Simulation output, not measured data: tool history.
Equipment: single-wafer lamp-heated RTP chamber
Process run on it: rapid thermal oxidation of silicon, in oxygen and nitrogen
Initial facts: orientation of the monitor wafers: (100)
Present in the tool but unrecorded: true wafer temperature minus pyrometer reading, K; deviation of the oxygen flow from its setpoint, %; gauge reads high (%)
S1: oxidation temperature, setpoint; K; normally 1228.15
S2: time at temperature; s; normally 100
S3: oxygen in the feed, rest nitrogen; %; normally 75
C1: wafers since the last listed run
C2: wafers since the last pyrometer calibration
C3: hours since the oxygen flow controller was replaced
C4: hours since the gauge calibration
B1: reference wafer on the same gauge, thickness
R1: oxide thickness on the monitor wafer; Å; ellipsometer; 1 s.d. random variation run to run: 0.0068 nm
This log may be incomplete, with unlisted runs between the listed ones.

{"run": 1, "hour": 0.0, "S1": 1248.15, "S2": 100, "S3": 75, "C1": 0, "C2": 1954, "C3": 2025.5, "C4": 403.8, "B1": 4.698, "R1": 52.53}
{"run": 2, "hour": 8.8, "S1": 1228.15, "S2": 100, "S3": 61, "C1": 65, "C2": 2020, "C3": 2034.3, "C4": 412.6, "B1": 4.698, "R1": 42.48}
{"run": 3, "hour": 23.2, "S1": 1228.15, "S2": 100, "S3": 90, "C1": 107, "C2": 2128, "C3": 2048.7, "C4": 427.0, "B1": 4.701, "R1": 48.26}
{"run": 4, "hour": 30.9, "S1": 1213.15, "S2": 75, "S3": 75, "C1": 57, "C2": 2186, "C3": 2056.4, "C4": 434.7, "B1": 4.699, "R1": 36.21}
{"run": 5, "hour": 44.9, "S1": 1213.15, "S2": 75, "S3": 75, "C1": 104, "C2": 2291, "C3": 2070.4, "C4": 448.7, "B1": 4.699, "R1": 36.28}
{"run": 6, "hour": 56.1, "S1": 1228.15, "S2": 100, "S3": 75, "C1": 83, "C2": 2375, "C3": 2081.6, "C4": 459.9, "B1": 4.701, "R1": 45.39}
{"run": 7, "hour": 71.2, "S1": 1228.15, "S2": 100, "S3": 75, "C1": 113, "C2": 2488, "C3": 2096.7, "C4": 475.0, "B1": 4.703, "R1": 45.4}
{"run": 8, "hour": 77.5, "S1": 1228.15, "S2": 100, "S3": 75, "C1": 47, "C2": 2535, "C3": 2103.0, "C4": 481.3, "B1": 4.699, "R1": 45.42}
{"run": 9, "hour": 89.5, "S1": 1228.15, "S2": 100, "S3": 75, "C1": 89, "C2": 2625, "C3": 2115.0, "C4": 493.3, "B1": 4.7, "R1": 45.42}
{"run": 10, "hour": 103.7, "S1": 1228.15, "S2": 100, "S3": 75, "C1": 106, "C2": 2732, "C3": 2129.2, "C4": 507.5, "B1": 4.699, "R1": 45.61}
{"run": 11, "hour": 114.9, "S1": 1228.15, "S2": 100, "S3": 75, "C1": 83, "C2": 2816, "C3": 2140.4, "C4": 518.7, "B1": 4.701, "R1": 45.48}
{"run": 12, "hour": 125.9, "S1": 1228.15, "S2": 100, "S3": 75, "C1": 82, "C2": 2898, "C3": 2151.4, "C4": 529.7, "B1": 4.699, "R1": 45.32}
{"run": 13, "hour": 143.1, "S1": 1228.15, "S2": 100, "S3": 75, "C1": 128, "C2": 3027, "C3": 2168.6, "C4": 546.9, "B1": 4.7, "R1": 45.46}
{"run": 14, "hour": 158.1, "S1": 1228.15, "S2": 100, "S3": 75, "C1": 112, "C2": 3139, "C3": 2183.6, "C4": 561.9, "B1": 4.702, "R1": 45.63}
{"hour": 166.9, "done": "oxygen flow controller replaced"}
{"run": 15, "hour": 167.4, "S1": 1228.15, "S2": 100, "S3": 75, "C1": 9, "C2": 3149, "C3": 0.5, "C4": 571.2, "B1": 4.701, "R1": 45.61}
{"run": 16, "hour": 179.3, "S1": 1228.15, "S2": 100, "S3": 75, "C1": 89, "C2": 3238, "C3": 12.4, "C4": 583.1, "B1": 4.699, "R1": 45.72}
{"hour": 188.8, "done": "pyrometer window cleaned and pyrometer calibrated"}
{"run": 17, "hour": 205.0, "S1": 1228.15, "S2": 100, "S3": 75, "C1": 132, "C2": 121, "C3": 38.1, "C4": 608.8, "B1": 4.7, "R1": 45.22}
{"run": 18, "hour": 219.9, "S1": 1228.15, "S2": 120, "S3": 75, "C1": 111, "C2": 233, "C3": 53.0, "C4": 623.7, "B1": 4.698, "R1": 48.97}
{"run": 19, "hour": 231.9, "S1": 1228.15, "S2": 54, "S3": 50, "C1": 89, "C2": 323, "C3": 65.0, "C4": 635.7, "B1": 4.698, "R1": 31.6}
{"run": 20, "hour": 242.6, "S1": 1254.15, "S2": 56, "S3": 75, "C1": 80, "C2": 403, "C3": 75.7, "C4": 646.4, "B1": 4.698, "R1": 42.73}
{"hour": 243.7, "done": "gauge calibrated"}
{"run": 21, "hour": 259.2, "S1": 1228.15, "S2": 100, "S3": 75, "C1": 124, "C2": 527, "C3": 92.3, "C4": 15.5, "B1": 4.699, "R1": 45.21}
{"run": 22, "hour": 272.5, "S1": 1255.15, "S2": 118, "S3": 75, "C1": 99, "C2": 627, "C3": 105.6, "C4": 28.8, "B1": 4.701, "R1": 59.52}
{"run": 23, "hour": 288.6, "S1": 1237.15, "S2": 50, "S3": 75, "C1": 120, "C2": 748, "C3": 121.7, "C4": 44.9, "B1": 4.699, "R1": 36.32}
{"run": 24, "hour": 300.8, "S1": 1228.15, "S2": 100, "S3": 75, "C1": 91, "C2": 839, "C3": 133.9, "C4": 57.1, "B1": 4.7, "R1": 45.15}
{"run": 25, "hour": 332.0, "S1": 1228.15, "S2": 100, "S3": 98, "C1": 233, "C2": 1073, "C3": 165.1, "C4": 88.3, "B1": 4.699, "R1": 49.43}
{"run": 26, "hour": 371.7, "S1": 1237.15, "S2": 100, "S3": 75, "C1": 297, "C2": 1370, "C3": 204.8, "C4": 128.0, "B1": 4.697, "R1": 48.35}
{"run": 27, "hour": 389.6, "S1": 1228.15, "S2": 100, "S3": 75, "C1": 134, "C2": 1505, "C3": 222.7, "C4": 145.9, "B1": 4.697, "R1": 45.26}
{"run": 28, "hour": 397.0, "S1": 1228.15, "S2": 100, "S3": 75, "C1": 55, "C2": 1560, "C3": 230.1, "C4": 153.3, "B1": 4.702, "R1": 45.28}
{"run": 29, "hour": 414.0, "S1": 1228.15, "S2": 61, "S3": 75, "C1": 127, "C2": 1688, "C3": 247.1, "C4": 170.3, "B1": 4.704, "R1": 36.92}
{"run": 30, "hour": 426.1, "S1": 1228.15, "S2": 100, "S3": 75, "C1": 90, "C2": 1778, "C3": 259.2, "C4": 182.4, "B1": 4.698, "R1": 45.32}
{"run": 31, "hour": 452.4, "S1": 1228.15, "S2": 100, "S3": 86, "C1": 197, "C2": 1975, "C3": 285.5, "C4": 208.7, "B1": 4.7, "R1": 47.52}
{"run": 32, "hour": 502.9, "S1": 1228.15, "S2": 100, "S3": 58, "C1": 378, "C2": 2354, "C3": 336.0, "C4": 259.2, "B1": 4.699, "R1": 41.8}
{"run": 33, "hour": 513.2, "S1": 1228.15, "S2": 100, "S3": 49, "C1": 77, "C2": 2431, "C3": 346.3, "C4": 269.5, "B1": 4.697, "R1": 39.66}
{"run": 34, "hour": 526.0, "S1": 1255.15, "S2": 138, "S3": 98, "C1": 95, "C2": 2527, "C3": 359.1, "C4": 282.3, "B1": 4.7, "R1": 70.61}
{"run": 35, "hour": 533.9, "S1": 1228.15, "S2": 100, "S3": 75, "C1": 59, "C2": 2586, "C3": 367.0, "C4": 290.2, "B1": 4.7, "R1": 45.47}
{"run": 36, "hour": 549.4, "S1": 1228.15, "S2": 100, "S3": 75, "C1": 116, "C2": 2702, "C3": 382.5, "C4": 305.7, "B1": 4.7, "R1": 45.52}
{"run": 37, "hour": 561.6, "S1": 1252.15, "S2": 53, "S3": 52, "C1": 91, "C2": 2794, "C3": 394.7, "C4": 317.9, "B1": 4.695, "R1": 37.02}
{"run": 38, "hour": 574.9, "S1": 1245.15, "S2": 100, "S3": 65, "C1": 99, "C2": 2894, "C3": 408.0, "C4": 331.2, "B1": 4.701, "R1": 49.35}

For each entry between runs, how does the tool's hidden state at the last listed run before it compare with that at the first listed run after it?
After run 14, before run 15: oxygen flow controller replaced (hour 166.9)
  true wafer temperature minus pyrometer reading, K: 1.23 -> 1.28
  measured less the result without the state, R1: +0.41 -> +0.42 Å
After run 16, before run 17: pyrometer window cleaned and pyrometer calibrated (hour 188.8)
  true wafer temperature minus pyrometer reading, K: 1.34 -> 0.193
  measured less the result without the state, R1: +0.45 -> +0.06 Å
After run 20, before run 21: gauge calibrated (hour 243.7)
  true wafer temperature minus pyrometer reading, K: 0.21 -> 0.223
  measured less the result without the state, R1: +0.06 -> +0.07 Å

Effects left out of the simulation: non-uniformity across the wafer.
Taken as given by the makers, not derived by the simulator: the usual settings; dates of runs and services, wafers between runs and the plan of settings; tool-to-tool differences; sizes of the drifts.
